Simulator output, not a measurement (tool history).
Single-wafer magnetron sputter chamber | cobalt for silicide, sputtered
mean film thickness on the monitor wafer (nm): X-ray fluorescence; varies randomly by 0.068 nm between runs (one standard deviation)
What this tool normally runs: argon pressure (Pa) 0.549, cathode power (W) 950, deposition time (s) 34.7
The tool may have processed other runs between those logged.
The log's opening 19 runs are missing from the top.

| run | hour | argon pressure (Pa) | cathode power (W) | deposition time (s) | wafers since the last listed run | wafers on the sputter target | hours since the last manometer calibration | hours since the magnet pack was replaced | hours since the gauge calibration | read-back reference wafer on the same gauge, thickness_nm | mean film thickness on the monitor wafer (nm) |
|---|---|---|---|---|---|---|---|---|---|---|---|
| 20 | 456.3 | 0.666 | 1150 | 28.9 | 267 | 1540 | 166.8 | 5194.9 | 478.1 | 16.2 | 14.484 |
|  | 476.3 | gauge calibrated |
| 21 | 489.2 | 0.695 | 950 | 32.4 | 420 | 1961 | 199.7 | 5227.8 | 12.9 | 16.237 | 13.245 |
| 22 | 522.2 | 0.549 | 950 | 39.2 | 422 | 2383 | 232.7 | 5260.8 | 45.9 | 16.188 | 16.287 |
| 23 | 551.3 | 0.385 | 950 | 39.8 | 372 | 2755 | 261.8 | 5289.9 | 75 | 16.209 | 17.021 |
| 24 | 574.1 | 0.487 | 850 | 28.3 | 291 | 3047 | 284.6 | 5312.7 | 97.8 | 16.24 | 10.647 |
|  | 588.8 | magnet pack replaced |
| 25 | 589.3 | 0.549 | 950 | 34.7 | 92 | 3139 | 299.8 | 0.5 | 113 | 16.204 | 14.246 |
| 26 | 612.4 | 0.549 | 950 | 34.7 | 295 | 3434 | 322.9 | 23.6 | 136.1 | 16.198 | 14.325 |
| 27 | 637.6 | 0.549 | 950 | 34.7 | 322 | 3756 | 348.1 | 48.8 | 161.3 | 16.206 | 14.324 |
| 28 | 656.4 | 0.549 | 950 | 37.1 | 240 | 3997 | 366.9 | 67.6 | 180.1 | 16.198 | 15.123 |
| 29 | 692.2 | 0.442 | 1050 | 34.7 | 457 | 4455 | 402.7 | 103.4 | 215.9 | 16.195 | 16.102 |
| 30 | 722.8 | 0.386 | 950 | 29.4 | 391 | 4846 | 433.3 | 134 | 246.5 | 16.188 | 12.536 |
|  | 755.9 | sputter target and shields replaced |
| 31 | 780.6 | 0.549 | 950 | 34.7 | 636 | 315 | 491.1 | 191.8 | 304.3 | 16.184 | 14.798 |
| 32 | 794.3 | 0.661 | 950 | 34.7 | 175 | 490 | 504.8 | 205.5 | 318 | 16.236 | 14.49 |
| 33 | 823.4 | 0.372 | 800 | 31.6 | 372 | 863 | 533.9 | 234.6 | 347.1 | 16.19 | 11.707 |
| 34 | 849.5 | 0.549 | 950 | 37.8 | 333 | 1196 | 560 | 260.7 | 373.2 | 16.159 | 15.958 |

Below are 3 alternative next runs, each starting from the tool's condition after run 34. Predict each:
| A | 849.9 | 0.549 | 950 | 34.7 | 5 | 1201 | 560.4 | 261.1 | 373.6 | ? | ? |
| B | 849.9 | 0.407 | 1100 | 29.6 | 5 | 1201 | 560.4 | 261.1 | 373.6 | ? | ? |
| C | 849.9 | 0.549 | 750 | 29.8 | 5 | 1201 | 560.4 | 261.1 | 373.6 | ? | ? |

| run | read-back reference wafer on the same gauge, thickness_nm | mean film thickness on the monitor wafer (nm) |
|---|---|---|
| A | 16.173 | 14.543 |
| B | 16.173 | 14.755 |
| C | 16.173 | 9.86 |
The same runs, with their run-to-run variation unchanged, on a tool lacking any hidden condition would have given:
| run | mean film thickness on the monitor wafer (nm) |
|---|---|
| A | 15.049 |
| B | 15.268 |
| C | 10.203 |

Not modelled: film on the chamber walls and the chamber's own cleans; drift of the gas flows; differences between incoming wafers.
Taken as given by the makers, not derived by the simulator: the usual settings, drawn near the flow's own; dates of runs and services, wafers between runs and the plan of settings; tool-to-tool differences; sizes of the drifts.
